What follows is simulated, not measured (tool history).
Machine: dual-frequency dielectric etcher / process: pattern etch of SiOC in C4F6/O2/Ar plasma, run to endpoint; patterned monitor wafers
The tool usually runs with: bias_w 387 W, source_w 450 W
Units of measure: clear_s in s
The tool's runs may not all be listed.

run,hour,bias_w,source_w,"incoming incoming film thickness, nm",clear_s
1,0.0,387,450,31.11,12.8
2,14.2,387,450,31.09,12.5
3,37.0,351,450,30.95,12.7
4,62.9,351,450,31.07,12.7
5,95.3,351,450,31.36,12.8
# hour 123.7: upper electrode replaced
6,127.8,350,450,31.18,12.8
7,161.9,350,450,30.86,12.8
8,180.3,350,450,31.29,12.9
9,211.9,387,490,31.21,12.1
10,234.5,330,340,30.91,13.9
11,261.2,476,410,31.12,12.3
12,277.9,387,450,31.02,12.6
13,294.2,387,390,31.12,12.8
14,319.0,335,450,31.18,12.8
15,345.8,387,380,31.04,12.9
16,361.5,462,450,31.14,12.1
# hour 369.5: bias power generator calibrated
17,377.7,334,450,30.87,12.9
18,412.4,350,450,30.79,12.8
19,432.3,440,390,31.18,12.8
20,463.2,387,450,31.16,12.6
# hour 504.4: source power generator calibrated
# hour 513.2: wet clean of the chamber
21,553.6,387,450,31.35,12.5
22,587.0,387,500,31.06,12.1
23,603.1,442,450,31.07,12.3
24,699.1,459,410,31.04,12.4
25,723.0,387,450,31.04,12.5
26,737.1,387,450,31.02,12.6
27,756.0,387,450,31.26,12.7
28,780.4,459,450,30.95,12.1
29,812.1,387,450,31.30,12.6
30,840.9,387,530,31.32,12.1
31,870.1,324,450,31.09,12.9
32,905.7,357,530,31.15,12.3
33,932.5,387,360,31.10,13.1
34,956.6,335,490,31.29,12.7

Each row is a separate what-if for the run after 34, all from the same tool condition, not one after another. Results?
A,957.0,300,450,31.20,?
B,957.0,300,500,31.20,?
C,957.0,300,560,31.20,?
D,957.0,463,480,31.20,?
E,957.0,418,550,31.20,?

run,clear_s
A,13.1
B,12.8
C,12.4
D,11.9
E,11.8
Had the tool no hidden state, the same runs would have come out as:
run,clear_s
A,13.1
B,12.8
C,12.4
D,11.9
E,11.8
